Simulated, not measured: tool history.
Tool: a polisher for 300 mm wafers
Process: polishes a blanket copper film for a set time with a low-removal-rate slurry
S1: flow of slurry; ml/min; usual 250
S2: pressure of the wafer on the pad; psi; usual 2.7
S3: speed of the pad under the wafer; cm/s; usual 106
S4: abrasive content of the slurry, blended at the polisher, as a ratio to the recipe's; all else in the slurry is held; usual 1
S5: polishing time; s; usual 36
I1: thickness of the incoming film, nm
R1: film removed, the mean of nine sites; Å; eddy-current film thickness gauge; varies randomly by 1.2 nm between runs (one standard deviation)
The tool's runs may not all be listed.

run     day   S1   S2   S3    S4  S5      I1   R1
  1       0  250  2.7  106     1  36  1452.4  906
  2   5.038  250  2.7  106     1  36  1428.9  802
      5.771  -- worn pad replaced by a new one
  3   7.988  250  2.7  106     1  36  1448.6  862
  4  10.771  250  2.7  106     1  36  1440.6  837
      11.05  -- slurry blender recalibrated
     11.721  -- worn pad replaced by a new one
  5  12.542  250  2.7  106     1  36  1440.4  880
  6  14.262  250  2.7  106     1  36  1454.3  875
  7  15.925  250  2.7  106   0.8  36  1458.2  820
     16.758  -- slurry nozzle cleaned
     17.358  -- worn pad replaced by a new one, of another model than before
  8  17.458  250  2.9   78  0.85  36  1474.5  803
     17.958  -- head pressure recalibrated
  9  19.942  250  2.7  106     1  36  1453.9  874
 10  22.179  250  2.4  106     1  36  1469.7  763
     23.104  -- slurry blender recalibrated
     23.325  -- worn pad replaced by a new one
 11  23.567  250  2.7  106     1  36  1446.2  937
 12  25.371  185  2.7   96     1  36  1430.5  814
 13  27.567  170  2.7   84     1  40  1441.9  801
     30.042  -- worn pad replaced by a new one
 14  30.062  205  2.7  106     1  36  1443.4  927

What was the tool's hidden state at every run in the log?
slurry flow missing at the pad, %: 0, the same for each run
deviation of the head's pressure from its setpoint, %: 0, the same for each run
abrasive missing from the slurry, %: 0, the same for each run
H1: removal rate lost through wear of the pad, %
run     H1
  1   3.29
  2   13.4
  3   4.87
  4   10.4
  5   2.24
  6   5.68
  7      9
  8   1.56
  9   6.53
 10     11
 11  0.923
 12   4.53
 13   8.92
 14  0.564
